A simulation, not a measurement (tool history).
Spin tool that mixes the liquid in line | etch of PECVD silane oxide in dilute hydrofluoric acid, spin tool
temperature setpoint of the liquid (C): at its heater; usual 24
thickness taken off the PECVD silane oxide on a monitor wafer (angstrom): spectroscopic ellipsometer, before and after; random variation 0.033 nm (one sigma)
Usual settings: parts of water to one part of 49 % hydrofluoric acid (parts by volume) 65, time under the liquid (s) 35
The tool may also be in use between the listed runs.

run	hour	temperature setpoint of the liquid (C)	parts of water to one part of 49 % hydrofluoric acid (parts by volume)	time under the liquid (s)	wafers since the last listed run	hours since the thermometer was replaced	hours since the hydrofluoric acid flow meter was replaced	hours since the gauge calibration	read-back film thickness of the PECVD silane oxide reference wafer, read on the same gauge (nm)	thickness taken off the PECVD silane oxide on a monitor wafer (angstrom)
1	0	24	65	35	0	621.8	815.3	154.6	139.98	83.5
2	10.2	24	65	35	153	632	825.5	164.8	139.99	83.9
# hour 16.4: gauge calibrated
3	26.8	24	65	35	249	648.6	842.1	10.4	140.04	83.4
4	47.2	24	65	45	306	669	862.5	30.8	140.01	106.9
5	55	24	65	35	117	676.8	870.3	38.6	140.03	83.4
6	65.5	24	65	35	157	687.3	880.8	49.1	140.02	82.8
7	80.7	24	65	35	228	702.5	896	64.3	139.98	83.2
8	94.9	24	65	35	213	716.7	910.2	78.5	140.01	83
9	116.5	24	65	35	324	738.3	931.8	100.1	140.01	82.6
10	127.5	24	65	35	165	749.3	942.8	111.1	140.03	82.7
11	142.4	24	65	35	223	764.2	957.7	126	140.01	82.8
# hour 150: hydrofluoric acid flow meter replaced
12	156.5	24	65	35	196	778.3	6.5	140.1	140.02	82.4
# hour 158: thermometer replaced
13	188.3	20.5	65	20	462	30.3	38.3	171.9	139.95	38.2
14	197.4	24	55	25	136	39.4	47.4	181	139.99	66
# hour 204.2: thermometer replaced, repeated, since the last time left the tool worse
15	207.6	24	65	35	138	3.4	57.6	191.2	139.97	87.5
16	218.5	25.5	85	50	163	14.3	68.5	202.1	140.03	98.8
# hour 222: gauge calibrated
17	229.6	24	40	35	166	25.4	79.6	7.6	140	145.9
18	237.1	24	90	50	112	32.9	87.1	15.1	140.02	87.5
19	249.1	24	90	50	180	44.9	99.1	27.1	139.97	87
20	258.1	24	65	35	135	53.9	108.1	36.1	140	87
21	271.6	26.5	85	50	202	67.4	121.6	49.6	139.98	102
22	282.3	27.5	75	35	160	78.1	132.3	60.3	139.96	85.7
23	291.4	25.5	85	50	136	87.2	141.4	69.4	140	98.1

The same runs without the tool's hidden state, with the same run-to-run variation:
The hidden state here: liquid colder than its thermometer reads (K); hydrofluoric acid flow below the setpoint (%); gauge reads high (%).
run	thickness taken off the PECVD silane oxide on a monitor wafer (angstrom)
1	88.3
2	88.9
3	88.4
4	113.5
5	88.6
6	88.1
7	88.6
8	88.6
9	88.3
10	88.5
11	88.7
12	88.3
13	43.8
14	75.5
15	88.5
16	100
17	148
18	88.8
19	88.3
20	88.4
21	103.6
22	87.3
23	99.9

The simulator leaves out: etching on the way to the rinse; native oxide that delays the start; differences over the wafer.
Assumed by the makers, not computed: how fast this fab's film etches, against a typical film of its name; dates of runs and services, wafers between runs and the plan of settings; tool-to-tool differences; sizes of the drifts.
